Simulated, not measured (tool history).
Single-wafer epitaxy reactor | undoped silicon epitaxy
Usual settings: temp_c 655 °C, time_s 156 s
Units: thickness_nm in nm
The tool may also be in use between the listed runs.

run	day	temp_c	time_s	read-back reference wafer on the same gauge, thickness_nm	thickness_nm
1	0	655	149	23.299	28.946
2	0.742	655	149	23.298	29.017
3	1.329	655	149	23.317	28.776
4	1.733	645	145	23.301	23.34
5	2.167	655	156	23.293	30.425
6	2.833	655	156	23.308	30.368
7	3.562	646	156	23.309	25.683
8	4.208	646	156	23.306	25.528
9	4.662	655	143	23.295	27.892
10	5.025	655	156	23.303	30.275
11	5.338	655	136	23.298	26.471
# day 5.779: gauge calibrated
12	5.971	641	130	23.306	19.43
13	7.333	642	132	23.302	20.14
14	7.629	655	156	23.287	30.574
15	8.208	655	156	23.305	30.481
# day 8.571: pyrometer calibrated
16	8.788	643	133	23.287	18.717
17	9.2	655	156	23.296	27.7
18	10.358	661	177	23.311	34.87
19	11.012	655	171	23.309	30.144
20	11.675	655	134	23.299	23.711

Some steps in thickness_nm between neighbouring runs. How much of each would the tool show without its hidden state too (settings, what came in, random variation), and how much is left for the hidden state, with any gauge scatter that isn't in both results?
The hidden state here: wafer temperature above the value expected at the setpoint (K); gauge reads high (%).
Run 13 -> 14: temp_c 642 -> 655, time_s 132 -> 156. thickness_nm +10.434 nm: hidden state +1.001, all else +9.433.
Run 15 -> 16: temp_c 655 -> 643, time_s 156 -> 133, pyrometer calibrated. thickness_nm -11.764 nm: hidden state -3.049, all else -8.715.
